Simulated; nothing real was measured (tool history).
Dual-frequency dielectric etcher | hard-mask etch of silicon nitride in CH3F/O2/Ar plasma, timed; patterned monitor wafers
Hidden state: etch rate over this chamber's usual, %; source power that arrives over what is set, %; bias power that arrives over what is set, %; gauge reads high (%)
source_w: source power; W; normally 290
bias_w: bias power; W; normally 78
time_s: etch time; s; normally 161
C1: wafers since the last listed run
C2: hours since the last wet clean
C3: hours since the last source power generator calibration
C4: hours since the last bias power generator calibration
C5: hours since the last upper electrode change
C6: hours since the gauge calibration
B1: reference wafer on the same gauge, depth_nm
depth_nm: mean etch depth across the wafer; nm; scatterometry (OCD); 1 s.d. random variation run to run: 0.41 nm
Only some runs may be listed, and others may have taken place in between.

Run 1, day 0.000: usual settings; C1 0; C2 278.9; C3 3673.3; C4 1431.0; C5 2548.7; C6 376.4; B1 82.0. Result: depth_nm 96.2 nm.
Run 2, day 3.500: usual settings; C1 375; C2 362.9; C3 3757.3; C4 1515.0; C5 2632.7; C6 460.4; B1 82.0. Result: depth_nm 95.2 nm.
Run 3, day 4.871: usual settings; C1 147; C2 395.8; C3 3790.2; C4 1547.9; C5 2665.6; C6 493.3; B1 82.0. Result: depth_nm 95.0 nm.
At day 6.188: gauge calibrated.
Run 4, day 6.267: usual settings; C1 149; C2 429.3; C3 3823.7; C4 1581.4; C5 2699.1; C6 1.9; B1 81.9. Result: depth_nm 95.2 nm.
At day 7.533: wet clean of the chamber.
Run 5, day 7.554: usual settings; C1 30; C2 0.5; C3 3854.6; C4 1612.3; C5 2730.0; C6 32.8; B1 82.0. Result: depth_nm 101.1 nm.
Run 6, day 7.658: usual settings; C1 11; C2 3.0; C3 3857.1; C4 1614.8; C5 2732.5; C6 35.3; B1 82.0. Result: depth_nm 100.5 nm.
At day 8.833: bias power generator calibrated.
Run 7, day 8.996: usual settings; C1 125; C2 35.1; C3 3889.2; C4 3.9; C5 2764.6; C6 67.4; B1 82.0. Result: depth_nm 99.8 nm.
At day 9.429: source power generator calibrated.
Run 8, day 10.004: usual settings; C1 90; C2 59.3; C3 13.8; C4 28.1; C5 2788.8; C6 91.6; B1 82.0. Result: depth_nm 99.3 nm.
Run 9, day 12.404: usual settings but bias_w 69 W; C1 257; C2 116.9; C3 71.4; C4 85.7; C5 2846.4; C6 149.2; B1 82.0. Result: depth_nm 94.8 nm.
At day 14.071: upper electrode replaced.
Run 10, day 14.092: usual settings but source_w 330 W, bias_w 65 W, time_s 183 s; C1 73; C2 157.4; C3 111.9; C4 126.2; C5 0.5; C6 189.7; B1 82.0. Result: depth_nm 110.6 nm.

Run 11 is up next; what results do you expect?
Run 11, day 14.879: usual settings; C1 84; C2 176.3; C3 130.8; C4 145.1; C5 19.4; C6 208.6; B1 ?. Result: depth_nm ?.

Logged for run 11: B1 82.0, depth_nm 98.2 nm.
With no hidden state in the tool, this same run would have given depth_nm 99.7 nm.
